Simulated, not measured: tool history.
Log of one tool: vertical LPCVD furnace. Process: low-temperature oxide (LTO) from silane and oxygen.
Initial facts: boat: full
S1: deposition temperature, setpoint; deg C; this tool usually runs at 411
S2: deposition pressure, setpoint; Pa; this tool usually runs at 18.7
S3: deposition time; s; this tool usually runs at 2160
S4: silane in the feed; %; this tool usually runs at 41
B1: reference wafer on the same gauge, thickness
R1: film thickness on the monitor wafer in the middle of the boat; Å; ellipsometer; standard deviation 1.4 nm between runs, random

{"run": 1, "hour": 0.0, "S1": 411, "S2": 18.7, "S3": 2160, "S4": 41, "B1": 260.08, "R1": 2429.0}
{"run": 2, "hour": 71.7, "S1": 411, "S2": 18.7, "S3": 2160, "S4": 41, "B1": 260.19, "R1": 2441.9}
{"run": 3, "hour": 139.4, "S1": 411, "S2": 18.7, "S3": 2160, "S4": 41, "B1": 260.1, "R1": 2425.0}
{"run": 4, "hour": 193.1, "S1": 411, "S2": 15.3, "S3": 2160, "S4": 41, "B1": 260.03, "R1": 2002.5}
{"run": 5, "hour": 279.1, "S1": 411, "S2": 15.3, "S3": 2160, "S4": 41, "B1": 260.09, "R1": 2008.6}
{"run": 6, "hour": 341.1, "S1": 411, "S2": 15.3, "S3": 2160, "S4": 41, "B1": 260.06, "R1": 1990.8}
{"run": 7, "hour": 401.2, "S1": 411, "S2": 18.7, "S3": 2550, "S4": 41, "B1": 260.0, "R1": 2883.4}
{"run": 8, "hour": 444.1, "S1": 411, "S2": 18.7, "S3": 2550, "S4": 41, "B1": 259.87, "R1": 2880.9}
{"run": 9, "hour": 485.7, "S1": 418, "S2": 18.7, "S3": 2160, "S4": 41, "B1": 260.22, "R1": 2607.3}
{"run": 10, "hour": 533.8, "S1": 418, "S2": 18.7, "S3": 2160, "S4": 41, "B1": 260.14, "R1": 2594.5}
{"run": 11, "hour": 613.6, "S1": 418, "S2": 18.7, "S3": 2160, "S4": 41, "B1": 259.83, "R1": 2625.2}
{"run": 12, "hour": 688.9, "S1": 411, "S2": 18.7, "S3": 2160, "S4": 41, "B1": 260.02, "R1": 2427.3}
{"run": 13, "hour": 740.9, "S1": 411, "S2": 16.7, "S3": 2160, "S4": 41, "B1": 259.86, "R1": 2153.4}
{"run": 14, "hour": 821.2, "S1": 411, "S2": 16.7, "S3": 2160, "S4": 41, "B1": 260.01, "R1": 2177.3}
{"run": 15, "hour": 894.2, "S1": 415, "S2": 16.0, "S3": 2160, "S4": 33, "B1": 259.84, "R1": 1664.8}
{"run": 16, "hour": 990.5, "S1": 411, "S2": 18.7, "S3": 2160, "S4": 41, "B1": 260.07, "R1": 2440.1}
{"run": 17, "hour": 1098.4, "S1": 407, "S2": 18.7, "S3": 2160, "S4": 41, "B1": 259.85, "R1": 2335.9}
{"run": 18, "hour": 1201.3, "S1": 411, "S2": 18.7, "S3": 1740, "S4": 41, "B1": 260.16, "R1": 1946.0}
{"run": 19, "hour": 1276.3, "S1": 411, "S2": 20.0, "S3": 2160, "S4": 41, "B1": 260.01, "R1": 2623.0}
{"run": 20, "hour": 1321.5, "S1": 402, "S2": 23.3, "S3": 2160, "S4": 41, "B1": 259.92, "R1": 2791.9}
{"run": 21, "hour": 1373.9, "S1": 418, "S2": 18.7, "S3": 2160, "S4": 41, "B1": 259.98, "R1": 2607.7}
{"run": 22, "hour": 1436.2, "S1": 420, "S2": 16.0, "S3": 2160, "S4": 47, "B1": 260.12, "R1": 2627.3}
{"run": 23, "hour": 1526.7, "S1": 411, "S2": 18.7, "S3": 2160, "S4": 34, "B1": 259.9, "R1": 1950.6}
{"run": 24, "hour": 1577.1, "S1": 411, "S2": 18.7, "S3": 1500, "S4": 41, "B1": 259.89, "R1": 1704.3}
{"run": 25, "hour": 1636.7, "S1": 411, "S2": 20.7, "S3": 1920, "S4": 41, "B1": 259.97, "R1": 2405.3}
{"run": 26, "hour": 1809.9, "S1": 411, "S2": 18.7, "S3": 2160, "S4": 41, "B1": 260.09, "R1": 2427.3}
{"run": 27, "hour": 1912.5, "S1": 407, "S2": 20.7, "S3": 2640, "S4": 43, "B1": 259.94, "R1": 3329.1}
{"run": 28, "hour": 2010.3, "S1": 411, "S2": 22.7, "S3": 2160, "S4": 41, "B1": 260.09, "R1": 2948.9}

Not shown here: 4 entries made in the log between runs. Locate each between two listed runs and compare the hidden state at the listed run before it with the hidden state at the listed run after it:
From run 16 to run 17: thermocouples replaced and temperature profile calibrated (hour 1049.7)
  no hidden state differs between the two runs
From run 17 to run 18: silane flow controller replaced (hour 1145.0); pressure gauge zeroed (hour 1169.3)
  no hidden state differs between the two runs
From run 20 to run 21: gauge calibrated (hour 1366.1)
  no hidden state differs between the two runs
